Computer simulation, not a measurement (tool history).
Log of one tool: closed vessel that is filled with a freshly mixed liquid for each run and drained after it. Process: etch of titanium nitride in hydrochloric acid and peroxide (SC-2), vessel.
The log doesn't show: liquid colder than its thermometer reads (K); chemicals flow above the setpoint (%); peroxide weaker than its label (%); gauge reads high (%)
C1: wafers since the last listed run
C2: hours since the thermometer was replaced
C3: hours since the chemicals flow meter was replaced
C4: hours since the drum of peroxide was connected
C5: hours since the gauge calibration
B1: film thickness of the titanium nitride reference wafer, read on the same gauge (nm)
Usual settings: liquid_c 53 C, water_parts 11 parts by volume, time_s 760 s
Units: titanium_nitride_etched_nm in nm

run 1 hour=0 | liquid_c=53 water_parts=11 time_s=760 | C1=0 C2=1661.9 C3=1342.7 C4=270.2 C5=871.5 | B1=150.04 | titanium_nitride_etched_nm=16.7
run 2 hour=26.2 | liquid_c=53 water_parts=11 time_s=760 | C1=1817 C2=1688.1 C3=1368.9 C4=296.4 C5=897.7 | B1=149.97 | titanium_nitride_etched_nm=16.6
run 3 hour=75.7 | liquid_c=53 water_parts=11 time_s=760 | C1=3432 C2=1737.6 C3=1418.4 C4=345.9 C5=947.2 | B1=149.99 | titanium_nitride_etched_nm=16.54
run 4 hour=128.8 | liquid_c=53 water_parts=11 time_s=460 | C1=3682 C2=1790.7 C3=1471.5 C4=399 C5=1000.3 | B1=150 | titanium_nitride_etched_nm=10.12
run 5 hour=163.7 | liquid_c=53 water_parts=11 time_s=760 | C1=2420 C2=1825.6 C3=1506.4 C4=433.9 C5=1035.2 | B1=149.99 | titanium_nitride_etched_nm=16.63
run 6 hour=224.5 | liquid_c=53 water_parts=11 time_s=760 | C1=4216 C2=1886.4 C3=1567.2 C4=494.7 C5=1096 | B1=150.02 | titanium_nitride_etched_nm=16.66
run 7 hour=279.2 | liquid_c=53 water_parts=11 time_s=760 | C1=3793 C2=1941.1 C3=1621.9 C4=549.4 C5=1150.7 | B1=149.97 | titanium_nitride_etched_nm=16.56
-- hour=323.7 new drum of peroxide connected
run 8 hour=340 | liquid_c=53 water_parts=11 time_s=760 | C1=4147 C2=2001.9 C3=1682.7 C4=16.3 C5=1211.5 | B1=150.01 | titanium_nitride_etched_nm=16.25
run 9 hour=402.8 | liquid_c=53 water_parts=10 time_s=760 | C1=4355 C2=2064.7 C3=1745.5 C4=79.1 C5=1274.3 | B1=150.04 | titanium_nitride_etched_nm=17.72
-- hour=410.7 chemicals flow meter replaced
run 10 hour=434.4 | liquid_c=53 water_parts=10 time_s=760 | C1=2122 C2=2096.3 C3=23.7 C4=110.7 C5=1305.9 | B1=149.97 | titanium_nitride_etched_nm=17.6
run 11 hour=500.2 | liquid_c=53 water_parts=11 time_s=760 | C1=4563 C2=2162.1 C3=89.5 C4=176.5 C5=1371.7 | B1=150.02 | titanium_nitride_etched_nm=16.18
-- hour=528.4 thermometer replaced
run 12 hour=540 | liquid_c=53 water_parts=11 time_s=760 | C1=2690 C2=11.6 C3=129.3 C4=216.3 C5=1411.5 | B1=150.02 | titanium_nitride_etched_nm=14.84
run 13 hour=582.8 | liquid_c=53 water_parts=9.5 time_s=760 | C1=2968 C2=54.4 C3=172.1 C4=259.1 C5=1454.3 | B1=150 | titanium_nitride_etched_nm=16.67
-- hour=637.5 gauge calibrated
run 14 hour=654 | liquid_c=53 water_parts=7 time_s=340 | C1=4937 C2=125.6 C3=243.3 C4=330.3 C5=16.5 | B1=149.99 | titanium_nitride_etched_nm=9.5
run 15 hour=708 | liquid_c=53 water_parts=11 time_s=760 | C1=3745 C2=179.6 C3=297.3 C4=384.3 C5=70.5 | B1=150.04 | titanium_nitride_etched_nm=14.62
-- hour=731.2 thermometer replaced, repeated, since the last time left the tool worse
run 16 hour=733 | liquid_c=53 water_parts=13.5 time_s=760 | C1=1664 C2=1.8 C3=322.3 C4=409.3 C5=95.5 | B1=150.01 | titanium_nitride_etched_nm=15.12
run 17 hour=766.6 | liquid_c=53 water_parts=11 time_s=760 | C1=2330 C2=35.4 C3=355.9 C4=442.9 C5=129.1 | B1=149.97 | titanium_nitride_etched_nm=18.09
run 18 hour=810.7 | liquid_c=44 water_parts=13 time_s=760 | C1=3058 C2=79.5 C3=400 C4=487 C5=173.2 | B1=149.98 | titanium_nitride_etched_nm=8.5
run 19 hour=881.4 | liquid_c=49.5 water_parts=14.5 time_s=1140 | C1=4903 C2=150.2 C3=470.7 C4=557.7 C5=243.9 | B1=149.97 | titanium_nitride_etched_nm=17.06
run 20 hour=935.2 | liquid_c=53 water_parts=11 time_s=760 | C1=3731 C2=204 C3=524.5 C4=611.5 C5=297.7 | B1=150.04 | titanium_nitride_etched_nm=18.1
-- hour=940.5 new drum of peroxide connected
run 21 hour=1028.9 | liquid_c=59 water_parts=7 time_s=895 | C1=6429 C2=297.7 C3=618.2 C4=88.4 C5=391.4 | B1=150 | titanium_nitride_etched_nm=45.14
run 22 hour=1076.7 | liquid_c=53 water_parts=11 time_s=760 | C1=3315 C2=345.5 C3=666 C4=136.2 C5=439.2 | B1=150.01 | titanium_nitride_etched_nm=17.77
run 23 hour=1120 | liquid_c=48 water_parts=8.5 time_s=1035 | C1=3003 C2=388.8 C3=709.3 C4=179.5 C5=482.5 | B1=149.98 | titanium_nitride_etched_nm=21.21
run 24 hour=1145.4 | liquid_c=45 water_parts=11 time_s=760 | C1=1761 C2=414.2 C3=734.7 C4=204.9 C5=507.9 | B1=150.04 | titanium_nitride_etched_nm=10.31
run 25 hour=1194.1 | liquid_c=53 water_parts=11 time_s=760 | C1=3377 C2=462.9 C3=783.4 C4=253.6 C5=556.6 | B1=149.99 | titanium_nitride_etched_nm=17.36
run 26 hour=1250.2 | liquid_c=53 water_parts=16 time_s=760 | C1=3890 C2=519 C3=839.5 C4=309.7 C5=612.7 | B1=149.96 | titanium_nitride_etched_nm=12.77

Measured less the same run without the tool's hidden state. The same run-to-run variation is in both; the gauge's scatter may not be:
run=1 titanium_nitride_etched_nm=-1.51
run=2 titanium_nitride_etched_nm=-1.53
run=3 titanium_nitride_etched_nm=-1.57
run=4 titanium_nitride_etched_nm=-0.99
run=5 titanium_nitride_etched_nm=-1.67
run=6 titanium_nitride_etched_nm=-1.73
run=7 titanium_nitride_etched_nm=-1.77
run=8 titanium_nitride_etched_nm=-1.78
run=9 titanium_nitride_etched_nm=-2
run=10 titanium_nitride_etched_nm=-2.04
run=11 titanium_nitride_etched_nm=-1.93
run=12 titanium_nitride_etched_nm=-3.39
run=13 titanium_nitride_etched_nm=-3.84
run=14 titanium_nitride_etched_nm=-2.24
run=15 titanium_nitride_etched_nm=-3.49
run=16 titanium_nitride_etched_nm=-0.09
run=17 titanium_nitride_etched_nm=-0.15
run=18 titanium_nitride_etched_nm=-0.09
run=19 titanium_nitride_etched_nm=-0.23
run=20 titanium_nitride_etched_nm=-0.29
run=21 titanium_nitride_etched_nm=-0.92
run=22 titanium_nitride_etched_nm=-0.41
run=23 titanium_nitride_etched_nm=-0.57
run=24 titanium_nitride_etched_nm=-0.29
run=25 titanium_nitride_etched_nm=-0.51
run=26 titanium_nitride_etched_nm=-0.41

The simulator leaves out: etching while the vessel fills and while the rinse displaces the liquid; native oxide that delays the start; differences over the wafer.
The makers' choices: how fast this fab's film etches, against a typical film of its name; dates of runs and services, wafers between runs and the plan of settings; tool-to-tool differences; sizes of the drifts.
